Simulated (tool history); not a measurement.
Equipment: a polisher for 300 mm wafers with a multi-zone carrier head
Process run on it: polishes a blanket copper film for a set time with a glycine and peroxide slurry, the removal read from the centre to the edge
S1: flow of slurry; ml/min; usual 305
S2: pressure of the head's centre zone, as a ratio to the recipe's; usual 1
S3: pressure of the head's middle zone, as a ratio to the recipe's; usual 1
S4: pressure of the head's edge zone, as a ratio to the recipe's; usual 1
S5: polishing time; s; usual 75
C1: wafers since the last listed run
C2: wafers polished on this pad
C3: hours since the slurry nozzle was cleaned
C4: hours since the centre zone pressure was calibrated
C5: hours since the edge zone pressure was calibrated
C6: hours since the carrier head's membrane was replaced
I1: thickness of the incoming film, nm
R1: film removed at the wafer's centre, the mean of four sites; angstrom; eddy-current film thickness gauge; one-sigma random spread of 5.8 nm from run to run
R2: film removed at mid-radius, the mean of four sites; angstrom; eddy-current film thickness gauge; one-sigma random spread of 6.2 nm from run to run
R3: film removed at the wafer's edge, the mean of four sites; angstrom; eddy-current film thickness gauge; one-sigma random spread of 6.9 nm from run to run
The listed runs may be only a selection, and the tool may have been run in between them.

run	hour	S1	S2	S3	S4	S5	C1	C2	C3	C4	C5	C6	I1	R1	R2	R3
1	0	305	1	1	1	75	0	716	73.7	385.3	82	1366.6	1213.9	4405	4717	4778
2	66	305	1	1	1	75	542	1259	139.7	451.3	148	1432.6	1205.2	4294	4667	4819
3	100	210	1	1.07	0.91	53	279	1538	173.7	485.3	182	1466.6	1205.7	2886	3306	3127
4	139.5	305	1	1	1	75	324	1863	213.2	524.8	221.5	1506.1	1195.2	4203	4679	4647
# hour 176.6: centre zone pressure recalibrated
5	180.1	305	1	0.96	1	75	317	2181	253.8	3.5	262.1	1546.7	1167.3	4494	4493	4705
6	216.3	305	0.93	0.88	0.89	85	297	2479	290	39.7	298.3	1582.9	1190.1	4807	4684	5108
# hour 225.2: carrier head's membrane replaced by a new one
# hour 266.1: worn pad replaced by a new one
7	269.9	305	1	1	1	75	366	31	343.6	93.3	351.9	44.7	1177.7	4520	4687	4690
# hour 322.4: edge zone pressure recalibrated
8	335.7	305	1	1	1	75	524	555	409.4	159.1	13.3	110.5	1207.9	4465	4609	4772
9	389.2	265	1.04	1.07	1	75	440	995	462.9	212.6	66.8	164	1163.4	4585	4786	4693
10	460.8	305	1	1	1	75	588	1584	534.5	284.2	138.4	235.6	1193.7	4429	4667	4778
11	505.9	245	0.93	0.92	1	75	370	1955	579.6	329.3	183.5	280.7	1182.4	3863	4103	4487
12	543.3	305	1	1	0.95	100	307	2263	617	366.7	220.9	318.1	1178.7	5763	6219	6241
13	597.9	305	1	1	1	75	449	2712	671.6	421.3	275.5	372.7	1207.3	4180	4738	4918
# hour 609.1: centre zone pressure recalibrated
14	655.7	240	1.05	1.08	0.93	75	458	3171	729.4	46.6	333.3	430.5	1201.4	4920	4857	4523
# hour 662.8: slurry nozzle cleaned
# hour 667: worn pad replaced by a new one
15	717.1	305	1.11	1	1.09	75	463	412	54.3	108	394.7	491.9	1171.5	5174	4673	4994
# hour 769: edge zone pressure recalibrated
16	776.8	270	0.93	1.04	1	75	474	886	114	167.7	7.8	551.6	1198.5	4204	4748	4612
17	836.6	400	1	1	0.96	75	491	1378	173.8	227.5	67.6	611.4	1186.7	4625	4879	4844
18	897.9	305	0.95	1	0.91	67	504	1882	235.1	288.8	128.9	672.7	1162.5	3779	4179	3972
19	944.6	305	1	1	1	75	384	2266	281.8	335.5	175.6	719.4	1183.1	4471	4548	4777
20	1005.2	375	1	1	1	54	498	2765	342.4	396.1	236.2	780	1202.6	3207	3357	3446
# hour 1029.6: worn pad replaced by a new one
# hour 1045.5: centre zone pressure recalibrated
21	1066.6	405	1	1	1.04	75	455	287	403.8	21.1	297.6	841.4	1200.5	4831	4667	4855
22	1104.1	305	1	1	1	75	308	596	441.3	58.6	335.1	878.9	1212.9	4673	4523	4775

Consider 4 possible next runs. They are alternatives, not a sequence: every one starts from the tool as it was left by run 22. What does each give?
A	1104.5	305	1	1	1	75	3	599	441.7	59	335.5	879.3	1211	?	?	?
B	1104.5	265	1	1.07	1	75	3	599	441.7	59	335.5	879.3	1211	?	?	?
C	1104.5	305	1.12	1	0.93	51	3	599	441.7	59	335.5	879.3	1211	?	?	?
D	1104.5	345	1	1	1	49	3	599	441.7	59	335.5	879.3	1211	?	?	?

run	R1	R2	R3
A	4697	4755	4762
B	4616	4956	4700
C	3580	3232	3129
D	3110	3145	3140
Take away the tool's hidden state, keep each run's random variation, and the runs would have read:
run	R1	R2	R3
A	4738	4755	4762
B	4656	4956	4700
C	3611	3232	3129
D	3137	3145	3140

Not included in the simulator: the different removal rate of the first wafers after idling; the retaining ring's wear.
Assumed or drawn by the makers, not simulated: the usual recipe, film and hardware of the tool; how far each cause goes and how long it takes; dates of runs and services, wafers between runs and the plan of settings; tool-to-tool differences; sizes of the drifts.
